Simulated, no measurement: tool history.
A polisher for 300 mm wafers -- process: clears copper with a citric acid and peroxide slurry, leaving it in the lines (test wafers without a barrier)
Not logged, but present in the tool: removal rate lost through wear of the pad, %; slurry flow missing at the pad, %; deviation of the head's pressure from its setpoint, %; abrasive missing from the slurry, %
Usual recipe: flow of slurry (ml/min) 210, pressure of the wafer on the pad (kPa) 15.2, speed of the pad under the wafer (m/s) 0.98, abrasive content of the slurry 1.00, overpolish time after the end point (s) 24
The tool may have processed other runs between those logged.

run,hour,flow of slurry (ml/min),pressure of the wafer on the pad (kPa),speed of the pad under the wafer (m/s),abrasive content of the slurry,overpolish time after the end point (s),wafers since the last listed run,wafers polished on this pad,hours since the slurry nozzle was cleaned,hours since the head pressure was calibrated,hours since the slurry blender was calibrated,"incoming thickness of the incoming film, nm",time until the end point was called (s),dishing of a wide line in a test structure (angstrom)
1,0.0,210,12.4,0.98,1.00,24,0,619,674.1,1090.2,368.3,139.3,107.5,241
2,13.6,210,15.2,0.98,1.00,15,128,748,687.7,1103.8,381.9,141.2,95.4,175
3,29.6,235,15.2,0.98,1.00,24,150,899,703.7,1119.8,397.9,141.4,93.6,265
# hour 48.4: worn pad replaced by a new one
4,48.9,235,15.2,0.98,1.00,24,144,4,723.0,1139.1,417.2,139.4,94.9,268
5,71.5,235,15.2,0.98,1.00,24,213,217,745.6,1161.7,439.8,139.4,95.0,261
6,80.4,210,15.2,0.98,1.00,24,83,301,754.5,1170.6,448.7,139.9,97.9,266
# hour 84.6: slurry blender recalibrated
7,87.5,210,15.2,0.98,1.00,24,48,349,761.6,1177.7,2.9,141.3,91.4,268
8,104.6,210,15.2,0.98,1.00,24,161,511,778.7,1194.8,20.0,141.7,90.2,279
9,113.7,180,15.2,0.98,1.00,24,85,597,787.8,1203.9,29.1,142.1,92.8,271
10,124.1,180,15.2,0.98,1.00,24,98,695,798.2,1214.3,39.5,140.1,93.3,267
11,139.4,210,15.2,0.98,1.00,24,144,839,813.5,1229.6,54.8,139.6,89.8,265
12,155.4,210,15.2,0.98,1.00,24,150,990,829.5,1245.6,70.8,137.3,88.4,277
# hour 170.7: worn pad replaced by a new one
13,173.3,210,15.2,0.98,1.00,24,131,24,847.4,1263.5,88.7,141.1,93.7,278
14,189.8,160,15.2,0.98,1.00,24,155,180,863.9,1280.0,105.2,141.7,96.9,267
15,204.9,210,15.2,0.98,1.00,24,142,323,879.0,1295.1,120.3,137.9,87.0,275
16,215.9,285,10.3,0.78,1.25,24,103,426,890.0,1306.1,131.3,139.3,132.5,200
17,223.0,185,15.2,1.14,0.90,12,66,493,897.1,1313.2,138.4,137.2,80.3,164
18,236.5,210,15.2,0.98,1.00,24,127,621,910.6,1326.7,151.9,140.4,91.6,274
19,251.4,210,15.2,0.76,0.70,24,140,761,925.5,1341.6,166.8,139.1,125.6,200
# hour 255.0: head pressure recalibrated
# hour 264.0: slurry nozzle cleaned
20,264.5,210,15.2,0.98,1.00,24,95,857,0.5,9.5,179.9,137.5,88.8,270
21,275.1,170,19.3,0.66,1.00,24,100,957,11.1,20.1,190.5,141.9,114.7,227
22,292.4,210,15.2,0.98,1.00,35,163,1120,28.4,37.4,207.8,140.0,90.9,379
# hour 298.3: worn pad replaced by a new one
23,298.8,210,15.2,0.98,1.00,24,22,5,34.8,43.8,214.2,139.2,91.9,274
24,314.0,175,15.2,0.98,1.00,33,143,148,50.0,59.0,229.4,141.6,95.0,347
25,328.7,210,15.2,0.80,1.00,24,138,287,64.7,73.7,244.1,139.0,111.1,228
26,335.7,210,15.2,0.88,1.00,36,66,353,71.7,80.7,251.1,141.3,100.8,344
27,343.0,210,15.2,0.98,1.00,33,68,422,79.0,88.0,258.4,141.8,94.0,359
28,358.9,235,9.7,0.98,1.00,24,150,572,94.9,103.9,274.3,140.8,124.8,209
29,369.7,210,15.2,0.98,1.00,24,101,674,105.7,114.7,285.1,137.7,91.1,268

How would selected steps in time until the end point was called (s) from run to run divide? Give the signed amount a tool lacking its hidden state would still show from settings, what came in and random variation, and the signed amount left for the hidden state, including any gauge scatter that is not in both of the compared results.
Run 6 -> 7: slurry blender recalibrated. time until the end point was called (s) -6.5: hidden state -6.5, all else +0.0.
Run 15 -> 16: flow of slurry (ml/min) 210 -> 285, pressure of the wafer on the pad (kPa) 15.2 -> 10.3, speed of the pad under the wafer (m/s) 0.98 -> 0.78, abrasive content of the slurry 1.00 -> 1.25. time until the end point was called (s) +45.5: hidden state +0.9, all else +44.6.
Run 16 -> 17: flow of slurry (ml/min) 285 -> 185, pressure of the wafer on the pad (kPa) 10.3 -> 15.2, speed of the pad under the wafer (m/s) 0.78 -> 1.14, abrasive content of the slurry 1.25 -> 0.90, overpolish time after the end point (s) 24 -> 12. time until the end point was called (s) -52.2: hidden state -0.9, all else -51.3.
Run 27 -> 28: flow of slurry (ml/min) 210 -> 235, pressure of the wafer on the pad (kPa) 15.2 -> 9.7, overpolish time after the end point (s) 33 -> 24. time until the end point was called (s) +30.8: hidden state +1.5, all else +29.3.
